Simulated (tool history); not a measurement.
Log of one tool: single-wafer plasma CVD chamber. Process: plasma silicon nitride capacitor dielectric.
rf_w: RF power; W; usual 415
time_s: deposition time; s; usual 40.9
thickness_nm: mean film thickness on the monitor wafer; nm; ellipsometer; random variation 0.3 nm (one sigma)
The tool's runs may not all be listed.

run,hour,rf_w,time_s,wafers since the last listed run,hours since the last RF generator calibration,hours since the showerhead was replaced,hours since the gauge calibration,"read-back reference wafer on the same gauge, thickness_nm",thickness_nm
1,0.0,415,40.9,0,345.2,3831.1,563.9,64.097,54.436
2,49.0,415,40.9,587,394.2,3880.1,612.9,64.203,54.892
3,113.5,415,40.9,772,458.7,3944.6,677.4,63.981,54.413
4,159.0,415,35.3,545,504.2,3990.1,722.9,64.035,47.238
5,217.9,415,40.9,705,563.1,4049.0,781.8,64.197,54.394
6,270.2,415,40.9,626,615.4,4101.3,834.1,64.332,55.256
7,305.5,415,40.9,423,650.7,4136.6,869.4,63.968,54.814
8,372.6,415,36.1,804,717.8,4203.7,936.5,64.129,48.067
9,402.1,415,46.5,353,747.3,4233.2,966.0,64.153,62.058
10,463.6,415,46.5,736,808.8,4294.7,1027.5,64.019,61.607
11,506.9,415,46.5,518,852.1,4338.0,1070.8,64.008,62.069
12,555.6,355,35.8,583,900.8,4386.7,1119.5,63.863,45.842
13,581.8,360,43.0,313,927.0,4412.9,1145.7,64.107,56.477
14,629.0,415,40.9,565,974.2,4460.1,1192.9,64.239,54.816
# hour 657.0: RF generator calibrated
# hour 711.8: gauge calibrated
15,723.0,460,40.9,1030,66.0,4554.1,11.2,64.112,55.304
16,759.1,360,43.0,432,102.1,4590.2,47.3,64.132,55.942
# hour 791.3: showerhead replaced
17,791.7,330,37.5,294,134.7,0.4,79.9,63.929,48.375
18,832.3,390,47.7,486,175.3,41.0,120.5,64.169,62.839
19,894.0,345,36.5,739,237.0,102.7,182.2,64.088,47.144
20,955.8,475,40.9,740,298.8,164.5,244.0,64.232,55.616
21,988.2,495,36.8,388,331.2,196.9,276.4,64.270,51.010
22,1021.9,460,34.6,403,364.9,230.6,310.1,64.142,47.083

Forecast each of these 5 alternatives for the next run:
A,1022.3,370,40.9,4,365.3,231.0,310.5,?,?
B,1022.3,490,33.9,4,365.3,231.0,310.5,?,?
C,1022.3,395,44.0,4,365.3,231.0,310.5,?,?
D,1022.3,355,34.3,4,365.3,231.0,310.5,?,?
E,1022.3,415,33.5,4,365.3,231.0,310.5,?,?

run,"read-back reference wafer on the same gauge, thickness_nm",thickness_nm
A,64.035,53.412
B,64.035,46.524
C,64.035,58.099
D,64.035,44.488
E,64.035,44.614
Without the tool's hidden state the same runs would have given:
run,thickness_nm
A,53.412
B,46.524
C,58.099
D,44.488
E,44.614

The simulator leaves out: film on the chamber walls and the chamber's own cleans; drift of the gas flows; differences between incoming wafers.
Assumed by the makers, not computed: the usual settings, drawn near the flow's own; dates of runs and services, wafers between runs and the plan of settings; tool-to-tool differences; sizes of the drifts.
